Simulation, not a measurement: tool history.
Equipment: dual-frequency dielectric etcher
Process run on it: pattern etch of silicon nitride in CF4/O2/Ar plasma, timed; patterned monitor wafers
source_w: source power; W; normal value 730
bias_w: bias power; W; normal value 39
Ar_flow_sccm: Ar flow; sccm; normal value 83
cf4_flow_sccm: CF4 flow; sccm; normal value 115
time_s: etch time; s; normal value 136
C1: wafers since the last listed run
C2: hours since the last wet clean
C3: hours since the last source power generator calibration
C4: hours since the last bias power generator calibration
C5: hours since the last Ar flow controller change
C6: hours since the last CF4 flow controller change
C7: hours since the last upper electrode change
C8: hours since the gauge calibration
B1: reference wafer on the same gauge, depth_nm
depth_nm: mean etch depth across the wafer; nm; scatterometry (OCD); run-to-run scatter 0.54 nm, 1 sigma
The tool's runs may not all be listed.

Run 1, day 0: usual settings; C1 0; C2 245.5; C3 1854.7; C4 4674.4; C5 4490.8; C6 5174.8; C7 2051.8; C8 37.9; B1 337.1. Result: depth_nm 374.1 nm.
Run 2, day 1.35: usual settings; C1 351; C2 277.9; C3 1887.1; C4 4706.8; C5 4523.2; C6 5207.2; C7 2084.2; C8 70.3; B1 337.1. Result: depth_nm 376 nm.
Run 3, day 2.704: usual settings but source_w 610 W, Ar_flow_sccm 90 sccm; C1 352; C2 310.4; C3 1919.6; C4 4739.3; C5 4555.7; C6 5239.7; C7 2116.7; C8 102.8; B1 337. Result: depth_nm 326.7 nm.
Run 4, day 4.021: usual settings but source_w 610 W, Ar_flow_sccm 90 sccm; C1 342; C2 342; C3 1951.2; C4 4770.9; C5 4587.3; C6 5271.3; C7 2148.3; C8 134.4; B1 337.1. Result: depth_nm 327.2 nm.
At day 5.279: upper electrode replaced.
Run 5, day 5.3: usual settings but Ar_flow_sccm 97 sccm; C1 72; C2 372.7; C3 1981.9; C4 4801.6; C5 4618; C6 5302; C7 0.5; C8 165.1; B1 337. Result: depth_nm 364.8 nm.
At day 5.883: Ar flow controller replaced.
Run 6, day 6.238: usual settings but Ar_flow_sccm 97 sccm; C1 179; C2 395.2; C3 2004.4; C4 4824.1; C5 8.5; C6 5324.5; C7 23; C8 187.6; B1 336.9. Result: depth_nm 365.1 nm.
At day 7.367: bias power generator calibrated.
At day 8.117: CF4 flow controller replaced.
At day 9.075: gauge calibrated.
At day 10.5: source power generator calibrated.
At day 11.108: wet clean of the chamber.
Run 7, day 11.129: usual settings but Ar_flow_sccm 97 sccm; C1 963; C2 0.5; C3 15.1; C4 90.3; C5 125.9; C6 72.3; C7 140.4; C8 49.3; B1 337. Result: depth_nm 350.8 nm.
Run 8, day 11.567: usual settings; C1 113; C2 11; C3 25.6; C4 100.8; C5 136.4; C6 82.8; C7 150.9; C8 59.8; B1 336.9. Result: depth_nm 361.6 nm.
Run 9, day 12.746: usual settings but bias_w 45 W, Ar_flow_sccm 95 sccm; C1 307; C2 39.3; C3 53.9; C4 129.1; C5 164.7; C6 111.1; C7 179.2; C8 88.1; B1 337.1. Result: depth_nm 366.3 nm.
Run 10, day 13.742: usual settings but source_w 600 W, Ar_flow_sccm 68 sccm, cf4_flow_sccm 89 sccm, time_s 108 s; C1 259; C2 63.2; C3 77.8; C4 153; C5 188.6; C6 135; C7 203.1; C8 112; B1 336.9. Result: depth_nm 255.9 nm.
Run 11, day 14.562: usual settings; C1 213; C2 82.9; C3 97.5; C4 172.7; C5 208.3; C6 154.7; C7 222.8; C8 131.7; B1 337.1. Result: depth_nm 364.3 nm.
Run 12, day 15.396: usual settings but source_w 870 W, cf4_flow_sccm 127 sccm; C1 217; C2 102.9; C3 117.5; C4 192.7; C5 228.3; C6 174.7; C7 242.8; C8 151.7; B1 337. Result: depth_nm 415.5 nm.
Run 13, day 15.962: usual settings but Ar_flow_sccm 63 sccm; C1 147; C2 116.5; C3 131.1; C4 206.3; C5 241.9; C6 188.3; C7 256.4; C8 165.3; B1 336.9. Result: depth_nm 384.3 nm.
Run 14, day 17.071: usual settings but source_w 870 W, cf4_flow_sccm 137 sccm, time_s 123.5 s; C1 288; C2 143.1; C3 157.7; C4 232.9; C5 268.5; C6 214.9; C7 283; C8 191.9; B1 337. Result: depth_nm 381 nm.

What if the next run were any one of these 3? Each begins from the tool's condition after run 14:
Run A, day 17.092: usual settings; C1 5; C2 143.6; C3 158.2; C4 233.4; C5 269; C6 215.4; C7 283.5; C8 192.4; B1 ?. Result: depth_nm ?.
Run B, day 17.092: usual settings but source_w 650 W, Ar_flow_sccm 77 sccm, cf4_flow_sccm 95 sccm, time_s 149 s; C1 5; C2 143.6; C3 158.2; C4 233.4; C5 269; C6 215.4; C7 283.5; C8 192.4; B1 ?. Result: depth_nm ?.
Run C, day 17.092: usual settings but Ar_flow_sccm 62 sccm, cf4_flow_sccm 141 sccm; C1 5; C2 143.6; C3 158.2; C4 233.4; C5 269; C6 215.4; C7 283.5; C8 192.4; B1 ?. Result: depth_nm ?.

run     B1  depth_nm
  A  337.1     364.6
  B  337.1     367.2
  C  337.1     391.1
With no hidden state in the tool, these same runs would have given:
run  depth_nm
  A     361.3
  B       364
  C     387.6
